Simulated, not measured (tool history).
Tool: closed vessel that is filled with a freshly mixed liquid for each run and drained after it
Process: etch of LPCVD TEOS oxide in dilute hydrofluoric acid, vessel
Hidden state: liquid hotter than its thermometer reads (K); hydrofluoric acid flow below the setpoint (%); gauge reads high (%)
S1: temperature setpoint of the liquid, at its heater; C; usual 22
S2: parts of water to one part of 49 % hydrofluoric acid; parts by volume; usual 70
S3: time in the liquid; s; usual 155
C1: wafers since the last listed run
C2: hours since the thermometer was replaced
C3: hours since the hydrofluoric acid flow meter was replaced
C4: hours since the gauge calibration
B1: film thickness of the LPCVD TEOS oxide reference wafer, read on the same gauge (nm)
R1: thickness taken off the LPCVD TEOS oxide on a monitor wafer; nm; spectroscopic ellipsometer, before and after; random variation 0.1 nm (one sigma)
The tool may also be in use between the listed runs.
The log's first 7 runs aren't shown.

run     day    S1   S2   S3    C1      C2      C3     C4      B1     R1
  8   3.212    22   70  155  1014  2888.8  1719.8  166.7  130.02  33.94
  9   3.883    22   70  135  1876  2904.9  1735.9  182.8  129.99  29.59
 10   4.292    22   70  155  1142  2914.7  1745.7  192.6  130.02  33.79
 11   4.629    22   70  210   944  2922.8  1753.8  200.7  129.97  46.14
 12    5.05    22   70  210  1177  2932.9  1763.9  210.8     130  45.69
 13   5.762  23.5   70  155  1993    2950    1781  227.9     130  35.99
 14    6.45    22   95  110  1923  2966.5  1797.5  244.4  129.99  17.08
 15   6.838    20   70   85  1084  2975.8  1806.8  253.7  130.01  17.14
 16   7.158  17.5   80  155   897  2983.5  1814.5  261.4  129.99  24.45
 17   7.517    22   70  155  1002  2992.1  1823.1    270  130.01  33.77
 18   7.817  19.5   55  115   839  2999.3  1830.3  277.2     130  29.46
 19   8.146  25.5   90  100   920  3007.2  1838.2  285.1     130  18.85
      8.333  -- gauge calibrated
 20   8.504    22   55   90  1002  3015.8  1846.8    4.1  130.01  25.59
       8.55  -- thermometer replaced
 21   9.033    20  100  155  1363    11.6  1859.5   16.8  129.99  18.66
 22   9.308    24   95  155   769    18.2  1866.1   23.4     130   23.4
 23  10.671    22   50  155  3812    50.9  1898.8   56.1     130   43.5
     11.171  -- hydrofluoric acid flow meter replaced
 24  11.192    22   95  220  1340    63.4     0.5   68.6  130.01  35.84
 25  11.429    26   70  120   664    69.1     6.2   74.3     130  32.03
 26  12.046    22  100  155  1725    83.9      21   89.1  129.98  23.82
 27  12.733  20.5   70  245  1923   100.4    37.5  105.6  130.01  52.25
 28  13.079    22   70  155   967   108.7    45.8  113.9     130  35.05
 29  13.354  23.5   70  225   769   115.3    52.4  120.5  130.01  54.35
 30  14.058    22   60  155  1970   132.2    69.3  137.4  130.01  41.59
 31  14.575    22   70  155  1445   144.6    81.7  149.8  129.99  35.15
 32  14.867    18   60  190   816   151.6    88.7  156.8  129.97   42.9

Forecast each of these 5 alternatives for the next run:
  A  14.896  22  70  155  81  152.3  89.4  157.5   ?   ?
  B  14.896  20  70  120  81  152.3  89.4  157.5   ?   ?
  C  14.896  19  85  195  81  152.3  89.4  157.5   ?   ?
  D  14.896  18  60  110  81  152.3  89.4  157.5   ?   ?
  E  14.896  19  45   80  81  152.3  89.4  157.5   ?   ?

run      B1     R1
  A  130.01  35.06
  B  130.01  24.99
  C  130.01  31.52
  D  130.01  24.85
  E  130.01   25.6
Without the tool's hidden state the same runs would have given:
run     R1
  A  35.03
  B  24.95
  C  31.48
  D   24.8
  E  25.54

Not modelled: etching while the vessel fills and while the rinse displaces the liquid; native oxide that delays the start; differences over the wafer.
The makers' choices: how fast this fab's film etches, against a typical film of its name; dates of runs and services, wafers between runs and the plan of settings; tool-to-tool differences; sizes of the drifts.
